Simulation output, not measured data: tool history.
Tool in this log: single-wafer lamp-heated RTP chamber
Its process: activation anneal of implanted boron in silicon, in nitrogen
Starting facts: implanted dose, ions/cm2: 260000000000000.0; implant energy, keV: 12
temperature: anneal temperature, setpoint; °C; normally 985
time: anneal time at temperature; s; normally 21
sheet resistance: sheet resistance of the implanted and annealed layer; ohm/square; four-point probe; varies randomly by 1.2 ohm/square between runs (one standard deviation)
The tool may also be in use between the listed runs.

| run | hour | temperature | time | read-back reference wafer on the same gauge, sheet resistance | sheet resistance |
|---|---|---|---|---|---|
| 1 | 0 | 985 | 21 | 433.12 | 410.04 |
| 2 | 68.8 | 985 | 21 | 433.05 | 408.57 |
| 3 | 219.5 | 985 | 21 | 432.79 | 406.26 |
| 4 | 261 | 985 | 21 | 433.03 | 406.55 |
| 5 | 312.7 | 985 | 21 | 433.12 | 407.61 |
|  | 360.7 | pyrometer window cleaned and pyrometer calibrated |
|  | 399.5 | reflector plate cleaned |
|  | 417.6 | gauge calibrated |
| 6 | 524.1 | 985 | 21 | 432.64 | 406.99 |
| 7 | 552.6 | 985 | 21 | 433.02 | 405.35 |
| 8 | 595.3 | 985 | 21 | 433.08 | 407.01 |
| 9 | 647.3 | 985 | 21 | 432.81 | 406.07 |
| 10 | 674.7 | 985 | 21 | 432.8 | 409.66 |
| 11 | 720.3 | 985 | 21 | 432.8 | 405.9 |
| 12 | 766.1 | 985 | 21 | 433.28 | 407.74 |
|  | 805.6 | pyrometer window cleaned and pyrometer calibrated |
| 13 | 822.8 | 1003 | 21 | 432.98 | 401.72 |
|  | 983.3 | reflector plate cleaned |
| 14 | 1004.1 | 985 | 18 | 432.94 | 412.1 |
| 15 | 1157 | 985 | 18 | 433.16 | 408.87 |
| 16 | 1186.2 | 959 | 33 | 433.38 | 429.42 |
| 17 | 1223.9 | 1011 | 10 | 432.81 | 400.52 |
| 18 | 1250.7 | 985 | 21 | 432.79 | 409.31 |
|  | 1270.9 | pyrometer window cleaned and pyrometer calibrated |
| 19 | 1292.7 | 985 | 29 | 433.14 | 404.26 |
| 20 | 1330 | 976 | 21 | 433.11 | 411.5 |
| 21 | 1392.9 | 956 | 21 | 433.14 | 435.88 |
| 22 | 1479.9 | 985 | 10 | 432.94 | 409.63 |
|  | 1535.1 | reflector plate cleaned |
| 23 | 1535.6 | 956 | 18 | 433.05 | 454.7 |
| 24 | 1597.6 | 966 | 10 | 433.13 | 439.16 |
| 25 | 1645.5 | 985 | 21 | 433.18 | 408.21 |
| 26 | 1673.5 | 1013 | 32 | 433.3 | 397.35 |
| 27 | 1705.7 | 1004 | 21 | 433.43 | 399.69 |
| 28 | 1764.7 | 985 | 30 | 432.98 | 405.73 |
| 29 | 1791.3 | 985 | 21 | 433.25 | 405.16 |
|  | 1806.1 | pyrometer window cleaned and pyrometer calibrated |
| 30 | 1856 | 985 | 21 | 432.54 | 403.59 |
| 31 | 1900.6 | 985 | 21 | 433.07 | 403.9 |
| 32 | 1947.5 | 996 | 12 | 433 | 407.68 |
| 33 | 2013 | 960 | 17 | 432.96 | 429.65 |
|  | 2037.8 | reflector plate cleaned |
| 34 | 2072.8 | 977 | 30 | 433.09 | 411.29 |
| 35 | 2132.3 | 1004 | 21 | 432.84 | 400.81 |
| 36 | 2172.5 | 985 | 9 | 432.64 | 412.47 |
| 37 | 2205.8 | 1014 | 21 | 432.96 | 398.27 |

3 ways to go on from here, each from the tool as it stands after run 37. What would each give?
| A | 2206.2 | 985 | 21 | ? | ? |
| B | 2206.2 | 1004 | 30 | ? | ? |
| C | 2206.2 | 993 | 32 | ? | ? |

| run | read-back reference wafer on the same gauge, sheet resistance | sheet resistance |
|---|---|---|
| A | 433.32 | 407.86 |
| B | 433.32 | 400.41 |
| C | 433.32 | 402.67 |
With the hidden condition removed and each run's random variation left untouched, the same runs would have given:
| run | sheet resistance |
|---|---|
| A | 411.36 |
| B | 401.67 |
| C | 404.73 |
